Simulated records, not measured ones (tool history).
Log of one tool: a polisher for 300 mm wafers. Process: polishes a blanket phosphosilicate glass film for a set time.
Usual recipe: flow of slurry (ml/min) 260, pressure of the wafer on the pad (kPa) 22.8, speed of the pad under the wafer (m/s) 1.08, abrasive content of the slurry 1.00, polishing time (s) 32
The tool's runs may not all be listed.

run   hour  flow of slurry (ml/min)  pressure of the wafer on the pad (kPa)  speed of the pad under the wafer (m/s)  abrasive content of the slurry  polishing time (s)  wafers since the last listed run  wafers polished on this pad  hours since the slurry nozzle was cleaned  hours since the head pressure was calibrated  hours since the slurry blender was calibrated  hours since the conditioning disc was replaced  incoming thickness of the incoming film, nm  film removed (Å)
  1    0.0                      260                                    22.8                                    1.08                            1.00                  32                                 0                          141                                      642.3                                        1163.0                                           12.7                                           146.9                                       3290.8              3117
  2   45.4                      260                                    22.8                                    1.08                            1.00                  32                               546                          688                                      687.7                                        1208.4                                           58.1                                           192.3                                       3222.8              3007
     101.5  -- slurry blender recalibrated
  3  111.4                      260                                    22.8                                    1.08                            1.00                  32                               770                         1459                                      753.7                                        1274.4                                            9.9                                           258.3                                       3239.9              2933
     121.9  -- worn pad replaced by a new one
  4  163.6                      260                                    22.8                                    1.08                            1.00                  32                               580                          501                                      805.9                                        1326.6                                           62.1                                           310.5                                       3296.0              3047
  5  193.2                      260                                    22.8                                    1.08                            1.00                  32                               356                          858                                      835.5                                        1356.2                                           91.7                                           340.1                                       3264.6              2906
  6  219.9                      260                                    22.8                                    1.08                            1.00                  32                               321                         1179                                      862.2                                        1382.9                                          118.4                                           366.8                                       3330.8              2927
     236.4  -- slurry blender recalibrated
     252.0  -- worn pad replaced by a new one
  7  252.5                      260                                    22.8                                    1.08                            1.00                  32                               320                            6                                      894.8                                        1415.5                                           16.1                                           399.4                                       3298.7              3150
     271.8  -- head pressure recalibrated
     291.7  -- slurry nozzle cleaned
  8  294.7                      260                                    22.8                                    1.08                            1.00                  32                               472                          478                                        3.0                                          22.9                                           58.3                                           441.6                                       3339.0              3045
  9  327.1                      260                                    15.9                                    1.08                            1.00                  32                               390                          868                                       35.4                                          55.3                                           90.7                                           474.0                                       3235.6              2050
     363.4  -- slurry blender recalibrated
     368.3  -- worn pad replaced by a new one
 10  368.8                      340                                    22.8                                    1.08                            1.25                  26                               429                            5                                       77.1                                          97.0                                            5.4                                           515.7                                       3241.9              3029
 11  438.3                      260                                    22.8                                    1.08                            1.00                  32                               836                          842                                      146.6                                         166.5                                           74.9                                           585.2                                       3270.2              2980
     452.8  -- conditioning disc replaced and pad reconditioned
 12  466.1                      260                                    17.9                                    1.28                            0.90                  35                               310                         1153                                      174.4                                         194.3                                          102.7                                            13.3                                       3302.6              2630
     479.9  -- slurry blender recalibrated
 13  502.4                      215                                    28.3                                    1.08                            0.85                  32                               413                         1566                                      210.7                                         230.6                                           22.5                                            49.6                                       3294.5              3022
     509.7  -- worn pad replaced by a new one
 14  561.0                      260                                    22.8                                    1.08                            0.80                  29                               657                          618                                      269.3                                         289.2                                           81.1                                           108.2                                       3252.6              2194

What will run 15 give?
 15  595.9                      260                                    29.0                                    0.94                            1.00                  32                               420                         1038                                      304.2                                         324.1                                          116.0                                           143.1                                       3276.2                 ?

film removed (Å): 3385
Without the tool's hidden state the same run would have given film removed (Å) 3613.
